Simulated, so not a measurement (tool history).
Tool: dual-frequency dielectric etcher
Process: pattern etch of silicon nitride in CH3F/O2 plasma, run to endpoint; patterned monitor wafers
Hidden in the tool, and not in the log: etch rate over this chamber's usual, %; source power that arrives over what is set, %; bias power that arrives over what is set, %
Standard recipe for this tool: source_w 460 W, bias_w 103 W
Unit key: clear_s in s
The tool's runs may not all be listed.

| run | day | source_w | bias_w | wafers since the last listed run | hours since the last wet clean | hours since the last source power generator calibration | hours since the last bias power generator calibration | hours since the last upper electrode change | incoming incoming film thickness, nm | clear_s |
|---|---|---|---|---|---|---|---|---|---|---|
| 1 | 0.000 | 460 | 103 | 0 | 251.3 | 4438.1 | 3692.5 | 1915.3 | 76.0 | 67.6 |
| 2 | 0.875 | 460 | 103 | 153 | 272.3 | 4459.1 | 3713.5 | 1936.3 | 76.9 | 68.5 |
| 3 | 1.562 | 460 | 103 | 120 | 288.8 | 4475.6 | 3730.0 | 1952.8 | 76.9 | 68.7 |
| 4 | 2.921 | 410 | 103 | 238 | 321.4 | 4508.2 | 3762.6 | 1985.4 | 77.2 | 73.6 |
| 5 | 4.217 | 410 | 103 | 227 | 352.5 | 4539.3 | 3793.7 | 2016.5 | 77.5 | 74.2 |
| 6 | 5.438 | 430 | 103 | 214 | 381.8 | 4568.6 | 3823.0 | 2045.8 | 76.8 | 71.5 |
|  | 7.588 | wet clean of the chamber |
| 7 | 7.608 | 460 | 103 | 205 | 0.5 | 4620.7 | 3875.1 | 2097.9 | 76.3 | 68.0 |
| 8 | 8.371 | 460 | 103 | 133 | 18.8 | 4639.0 | 3893.4 | 2116.2 | 76.0 | 68.4 |
| 9 | 9.408 | 460 | 103 | 182 | 43.7 | 4663.9 | 3918.3 | 2141.1 | 76.1 | 67.5 |
| 10 | 10.829 | 460 | 103 | 249 | 77.8 | 4698.0 | 3952.4 | 2175.2 | 76.5 | 67.8 |
|  | 12.038 | source power generator calibrated |
| 11 | 12.233 | 490 | 122 | 217 | 111.5 | 4.7 | 3986.1 | 2208.9 | 76.9 | 62.0 |
| 12 | 13.646 | 490 | 122 | 248 | 145.4 | 38.6 | 4020.0 | 2242.8 | 76.1 | 61.5 |
| 13 | 14.329 | 400 | 117 | 120 | 161.8 | 55.0 | 4036.4 | 2259.2 | 75.8 | 70.0 |
| 14 | 15.112 | 340 | 103 | 137 | 180.6 | 73.8 | 4055.2 | 2278.0 | 76.1 | 82.7 |
| 15 | 15.979 | 510 | 126 | 152 | 201.4 | 94.6 | 4076.0 | 2298.8 | 76.7 | 60.4 |
| 16 | 16.875 | 510 | 117 | 157 | 222.9 | 116.1 | 4097.5 | 2320.3 | 76.8 | 61.9 |
| 17 | 17.579 | 550 | 103 | 123 | 239.8 | 133.0 | 4114.4 | 2337.2 | 77.0 | 61.7 |
| 18 | 18.758 | 460 | 103 | 207 | 268.1 | 161.3 | 4142.7 | 2365.5 | 76.0 | 67.9 |
| 19 | 19.958 | 340 | 103 | 210 | 296.9 | 190.1 | 4171.5 | 2394.3 | 77.2 | 83.8 |
| 20 | 21.362 | 460 | 103 | 246 | 330.6 | 223.8 | 4205.2 | 2428.0 | 77.0 | 68.9 |
| 21 | 22.008 | 460 | 103 | 113 | 346.1 | 239.3 | 4220.7 | 2443.5 | 76.4 | 67.8 |
|  | 22.867 | bias power generator calibrated |
| 22 | 23.000 | 460 | 103 | 144 | 369.9 | 263.1 | 3.2 | 2467.3 | 76.7 | 68.0 |
|  | 25.350 | upper electrode replaced |
| 23 | 25.371 | 530 | 111 | 240 | 426.8 | 320.0 | 60.1 | 0.5 | 75.8 | 61.1 |
| 24 | 25.771 | 460 | 103 | 70 | 436.4 | 329.6 | 69.7 | 10.1 | 77.6 | 68.7 |
|  | 27.338 | wet clean of the chamber |
| 25 | 27.358 | 360 | 78 | 103 | 0.5 | 367.7 | 107.8 | 48.2 | 77.0 | 88.3 |
| 26 | 27.417 | 520 | 121 | 10 | 1.9 | 369.1 | 109.2 | 49.6 | 76.9 | 60.4 |
| 27 | 28.221 | 410 | 89 | 141 | 21.2 | 388.4 | 128.5 | 68.9 | 76.0 | 75.3 |
| 28 | 29.000 | 540 | 103 | 136 | 39.9 | 407.1 | 147.2 | 87.6 | 77.0 | 62.9 |
| 29 | 30.350 | 460 | 121 | 237 | 72.3 | 439.5 | 179.6 | 120.0 | 76.7 | 63.7 |
| 30 | 31.288 | 370 | 78 | 164 | 94.8 | 462.0 | 202.1 | 142.5 | 76.7 | 85.3 |
| 31 | 32.567 | 400 | 116 | 224 | 125.5 | 492.7 | 232.8 | 173.2 | 77.3 | 71.8 |
| 32 | 33.138 | 460 | 103 | 100 | 139.2 | 506.4 | 246.5 | 186.9 | 76.6 | 68.6 |
| 33 | 34.312 | 400 | 124 | 206 | 167.4 | 534.6 | 274.7 | 215.1 | 76.9 | 69.9 |
| 34 | 34.842 | 560 | 85 | 92 | 180.1 | 547.3 | 287.4 | 227.8 | 76.3 | 65.0 |

How the hidden state differs across the entries between the runs, from the last listed run before each to the first after it:
Run 6 -> run 7: wet clean of the chamber (day 7.588)
  both runs share identical hidden conditions
Run 10 -> run 11: source power generator calibrated (day 12.038)
  both runs share identical hidden conditions
Run 21 -> run 22: bias power generator calibrated (day 22.867)
  both runs share identical hidden conditions
Run 22 -> run 23: upper electrode replaced (day 25.350)
  both runs share identical hidden conditions
Run 24 -> run 25: wet clean of the chamber (day 27.338)
  both runs share identical hidden conditions
